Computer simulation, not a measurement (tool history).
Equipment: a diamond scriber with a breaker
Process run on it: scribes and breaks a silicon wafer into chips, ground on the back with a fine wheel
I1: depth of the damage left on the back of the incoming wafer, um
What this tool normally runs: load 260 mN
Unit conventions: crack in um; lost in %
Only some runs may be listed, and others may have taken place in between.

Run 1, hour 0.0: usual settings; I1 2.41. Result: crack 11.55 um, lost 4.36 %.
Run 2, hour 7.1: usual settings; I1 2.01. Result: crack 11.50 um, lost 3.77 %.
Run 3, hour 16.8: usual settings; I1 2.08. Result: crack 11.34 um, lost 4.10 %.
Run 4, hour 24.0: usual settings; I1 2.07. Result: crack 11.48 um, lost 4.63 %.
Run 5, hour 39.0: usual settings; I1 2.37. Result: crack 11.41 um, lost 4.96 %.
Run 6, hour 45.2: usual settings; I1 2.37. Result: crack 11.49 um, lost 4.92 %.
Run 7, hour 53.5: usual settings; I1 2.25. Result: crack 11.36 um, lost 4.96 %.
At hour 57.8: diamond tip replaced by a new one.
Run 8, hour 66.3: usual settings; I1 2.94. Result: crack 12.83 um, lost 2.59 %.
Run 9, hour 78.1: usual settings; I1 2.36. Result: crack 12.63 um, lost 1.83 %.
Run 10, hour 89.5: usual settings but load 330 mN; I1 1.75. Result: crack 13.54 um, lost 1.78 %.
At hour 92.7: load on the tip recalibrated.
Run 11, hour 105.8: usual settings but load 289 mN; I1 1.55. Result: crack 12.93 um, lost 1.25 %.
Run 12, hour 117.0: usual settings but load 209 mN; I1 2.97. Result: crack 11.62 um, lost 4.87 %.
Run 13, hour 133.5: usual settings but load 297 mN; I1 2.79. Result: crack 12.89 um, lost 2.41 %.
Run 14, hour 141.3: usual settings; I1 2.62. Result: crack 12.28 um, lost 2.48 %.

Run 15 comes next. What will it give?
Run 15, hour 154.7: usual settings but load 318 mN; I1 1.74. Result: crack ?, lost ?.

Run 15 produced crack 13.13 um, lost 1.49 %.
Were there no unlogged condition in the tool, this run, its random variation unchanged, would have produced crack 13.77 um, lost 2.22 %.
